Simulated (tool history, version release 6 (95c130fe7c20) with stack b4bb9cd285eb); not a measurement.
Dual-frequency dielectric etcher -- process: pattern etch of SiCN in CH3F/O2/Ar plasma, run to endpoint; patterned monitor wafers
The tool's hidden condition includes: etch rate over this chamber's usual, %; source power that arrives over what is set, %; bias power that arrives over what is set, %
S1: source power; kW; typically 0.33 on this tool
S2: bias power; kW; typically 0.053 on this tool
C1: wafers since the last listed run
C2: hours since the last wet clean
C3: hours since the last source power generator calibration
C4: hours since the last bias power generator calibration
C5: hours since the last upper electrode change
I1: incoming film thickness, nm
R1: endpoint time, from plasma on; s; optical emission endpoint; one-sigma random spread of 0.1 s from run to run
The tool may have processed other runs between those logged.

{"run": 1, "hour": 0.0, "S1": 0.31, "S2": 0.053, "C1": 0, "C2": 41.8, "C3": 2149.8, "C4": 1126.5, "C5": 1302.6, "I1": 10.19, "R1": 34.1}
{"run": 2, "hour": 43.8, "S1": 0.33, "S2": 0.053, "C1": 382, "C2": 85.6, "C3": 2193.6, "C4": 1170.3, "C5": 1346.4, "I1": 10.13, "R1": 32.4}
{"run": 3, "hour": 103.5, "S1": 0.33, "S2": 0.053, "C1": 521, "C2": 145.3, "C3": 2253.3, "C4": 1230, "C5": 1406.1, "I1": 10.18, "R1": 32.5}
{"run": 4, "hour": 133.1, "S1": 0.33, "S2": 0.053, "C1": 258, "C2": 174.9, "C3": 2282.9, "C4": 1259.6, "C5": 1435.7, "I1": 10.29, "R1": 33}
{"run": 5, "hour": 183.6, "S1": 0.33, "S2": 0.053, "C1": 441, "C2": 225.4, "C3": 2333.4, "C4": 1310.1, "C5": 1486.2, "I1": 10.12, "R1": 32.1}
{"run": 6, "hour": 230.6, "S1": 0.38, "S2": 0.053, "C1": 410, "C2": 272.4, "C3": 2380.4, "C4": 1357.1, "C5": 1533.2, "I1": 10.19, "R1": 30}
{"run": 7, "hour": 262.3, "S1": 0.38, "S2": 0.053, "C1": 276, "C2": 304.1, "C3": 2412.1, "C4": 1388.8, "C5": 1564.9, "I1": 10.2, "R1": 30}
{"run": 8, "hour": 317.8, "S1": 0.33, "S2": 0.053, "C1": 484, "C2": 359.6, "C3": 2467.6, "C4": 1444.3, "C5": 1620.4, "I1": 10.16, "R1": 32}
{"run": 9, "hour": 363.8, "S1": 0.33, "S2": 0.053, "C1": 401, "C2": 405.6, "C3": 2513.6, "C4": 1490.3, "C5": 1666.4, "I1": 10.21, "R1": 32.5}
{"run": 10, "hour": 408.5, "S1": 0.33, "S2": 0.053, "C1": 390, "C2": 450.3, "C3": 2558.3, "C4": 1535, "C5": 1711.1, "I1": 10.15, "R1": 32.1}
{"run": 11, "hour": 453.3, "S1": 0.33, "S2": 0.053, "C1": 391, "C2": 495.1, "C3": 2603.1, "C4": 1579.8, "C5": 1755.9, "I1": 10.27, "R1": 32.3}
{"run": 12, "hour": 512.3, "S1": 0.33, "S2": 0.053, "C1": 515, "C2": 554.1, "C3": 2662.1, "C4": 1638.8, "C5": 1814.9, "I1": 10.22, "R1": 32}
{"hour": 551.7, "done": "bias power generator calibrated"}
{"hour": 559.4, "done": "upper electrode replaced"}
{"hour": 575.2, "done": "wet clean of the chamber"}
{"run": 13, "hour": 575.7, "S1": 0.33, "S2": 0.043, "C1": 313, "C2": 0.5, "C3": 2725.5, "C4": 24, "C5": 16.3, "I1": 10.22, "R1": 36.1}
{"run": 14, "hour": 608.9, "S1": 0.33, "S2": 0.059, "C1": 289, "C2": 33.7, "C3": 2758.7, "C4": 57.2, "C5": 49.5, "I1": 10.11, "R1": 30.6}
{"run": 15, "hour": 671.2, "S1": 0.33, "S2": 0.059, "C1": 544, "C2": 96, "C3": 2821, "C4": 119.5, "C5": 111.8, "I1": 10.15, "R1": 30.8}
{"run": 16, "hour": 717.2, "S1": 0.33, "S2": 0.053, "C1": 401, "C2": 142, "C3": 2867, "C4": 165.5, "C5": 157.8, "I1": 10.2, "R1": 32.4}
{"run": 17, "hour": 759.1, "S1": 0.33, "S2": 0.053, "C1": 365, "C2": 183.9, "C3": 2908.9, "C4": 207.4, "C5": 199.7, "I1": 10.22, "R1": 32.4}
{"run": 18, "hour": 812.7, "S1": 0.31, "S2": 0.053, "C1": 468, "C2": 237.5, "C3": 2962.5, "C4": 261, "C5": 253.3, "I1": 10.21, "R1": 33.4}

Forecast run 19:
{"run": 19, "hour": 1011.8, "S1": 0.35, "S2": 0.04, "C1": 1738, "C2": 436.6, "C3": 3161.6, "C4": 460.1, "C5": 452.4, "I1": 10.12, "R1": "?"}

R1: 35.5 s
With the hidden condition absent and the run-to-run variation left alone, this run would have shown R1 35.7 s.

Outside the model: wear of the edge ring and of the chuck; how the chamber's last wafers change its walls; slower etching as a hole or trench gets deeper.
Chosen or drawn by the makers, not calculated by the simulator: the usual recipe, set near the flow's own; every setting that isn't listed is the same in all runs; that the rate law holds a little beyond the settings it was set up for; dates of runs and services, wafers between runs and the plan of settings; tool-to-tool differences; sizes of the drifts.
